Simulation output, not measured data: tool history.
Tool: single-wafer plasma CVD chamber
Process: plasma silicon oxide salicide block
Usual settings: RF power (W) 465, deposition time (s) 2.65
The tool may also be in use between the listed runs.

| run | day | RF power (W) | deposition time (s) | read-back reference wafer on the same gauge, thickness_nm | mean film thickness on the monitor wafer (Å) |
|---|---|---|---|---|---|
| 1 | 0 | 465 | 2.65 | 20.917 | 254.01 |
| 2 | 1.5 | 465 | 2.65 | 20.912 | 256.12 |
| 3 | 3.012 | 465 | 2.65 | 20.901 | 253.61 |
| 4 | 4.521 | 465 | 2.65 | 20.882 | 253.3 |
| 5 | 5.796 | 465 | 2.65 | 20.891 | 254.83 |
| 6 | 7.8 | 465 | 2.65 | 20.902 | 255.72 |
| 7 | 9.8 | 465 | 2.41 | 20.908 | 229.52 |
| 8 | 11.804 | 400 | 2.65 | 20.902 | 242.84 |
| 9 | 14.125 | 400 | 2.65 | 20.91 | 242.53 |
| 10 | 16.575 | 465 | 2.65 | 20.901 | 253.07 |
| 11 | 18.4 | 465 | 2.65 | 20.892 | 250.74 |
|  | 18.562 | gauge calibrated |
| 12 | 21.179 | 465 | 2.65 | 20.899 | 253.11 |
| 13 | 23.242 | 465 | 2.65 | 20.908 | 251.08 |
| 14 | 26.05 | 465 | 2.65 | 20.915 | 251.13 |
|  | 27.275 | RF generator calibrated |
| 15 | 28.383 | 525 | 2.93 | 20.898 | 292.26 |
| 16 | 31.158 | 525 | 2.93 | 20.886 | 293.94 |
| 17 | 33.708 | 525 | 2.93 | 20.912 | 293.8 |
| 18 | 35.879 | 415 | 2.65 | 20.901 | 247.47 |
|  | 36.642 | showerhead replaced |
| 19 | 38.267 | 415 | 2.65 | 20.923 | 245.89 |
| 20 | 40.442 | 465 | 2.99 | 20.89 | 289.56 |
| 21 | 42.5 | 465 | 2.99 | 20.904 | 289.22 |
| 22 | 43.95 | 465 | 2.99 | 20.914 | 287.12 |
| 23 | 46.146 | 465 | 2.65 | 20.894 | 253.22 |
| 24 | 48.283 | 535 | 2.87 | 20.908 | 284.89 |
| 25 | 51.112 | 465 | 2.65 | 20.909 | 251.34 |
| 26 | 56.921 | 465 | 2.47 | 20.904 | 234.12 |
| 27 | 58.688 | 465 | 2.28 | 20.905 | 216.42 |
| 28 | 61.358 | 520 | 2.29 | 20.899 | 224.02 |
| 29 | 63.233 | 465 | 2.65 | 20.914 | 249.13 |
|  | 64.579 | RF generator calibrated |
| 30 | 65.667 | 510 | 2.65 | 20.906 | 259.5 |
| 31 | 67.583 | 465 | 2.65 | 20.903 | 255.2 |
| 32 | 69.108 | 385 | 2.43 | 20.902 | 222.68 |
|  | 70.129 | gauge calibrated |
| 33 | 70.225 | 465 | 2.65 | 20.896 | 253.29 |
| 34 | 71.979 | 465 | 2.65 | 20.887 | 253.79 |
| 35 | 73.438 | 465 | 2.24 | 20.904 | 215.03 |
| 36 | 75.088 | 465 | 2.65 | 20.908 | 253.25 |
| 37 | 76.762 | 465 | 3.02 | 20.904 | 289.16 |
| 38 | 78.458 | 380 | 3.04 | 20.9 | 273.41 |
| 39 | 80.608 | 465 | 2.65 | 20.898 | 253.62 |
| 40 | 83.571 | 385 | 2.98 | 20.919 | 268.94 |
| 41 | 86.367 | 540 | 3.03 | 20.899 | 301.46 |
| 42 | 89.2 | 465 | 2.65 | 20.89 | 250.38 |
| 43 | 90.254 | 550 | 3.13 | 20.907 | 313.07 |
| 44 | 91.825 | 465 | 3.15 | 20.879 | 299.36 |
| 45 | 93.258 | 420 | 2.37 | 20.915 | 219.86 |

The tool's hidden state at each run:
gauge reads high (%): 0 in every run
H1: delivered RF power above the setpoint (%)
| run | H1 |
|---|---|
| 1 | -1.13 |
| 2 | -1.31 |
| 3 | -1.51 |
| 4 | -1.73 |
| 5 | -1.93 |
| 6 | -2.28 |
| 7 | -2.66 |
| 8 | -3.09 |
| 9 | -3.63 |
| 10 | -4.25 |
| 11 | -4.76 |
| 12 | -5.58 |
| 13 | -6.24 |
| 14 | -7.21 |
| 15 | -0.906 |
| 16 | -0.971 |
| 17 | -1.1 |
| 18 | -1.25 |
| 19 | -1.47 |
| 20 | -1.72 |
| 21 | -2 |
| 22 | -2.22 |
| 23 | -2.59 |
| 24 | -3 |
| 25 | -3.6 |
| 26 | -5.07 |
| 27 | -5.59 |
| 28 | -6.42 |
| 29 | -7.04 |
| 30 | -1.87 |
| 31 | -1.91 |
| 32 | -1.96 |
| 33 | -2.02 |
| 34 | -2.13 |
| 35 | -2.24 |
| 36 | -2.39 |
| 37 | -2.57 |
| 38 | -2.78 |
| 39 | -3.09 |
| 40 | -3.58 |
| 41 | -4.12 |
| 42 | -4.74 |
| 43 | -5 |
| 44 | -5.39 |
| 45 | -5.77 |

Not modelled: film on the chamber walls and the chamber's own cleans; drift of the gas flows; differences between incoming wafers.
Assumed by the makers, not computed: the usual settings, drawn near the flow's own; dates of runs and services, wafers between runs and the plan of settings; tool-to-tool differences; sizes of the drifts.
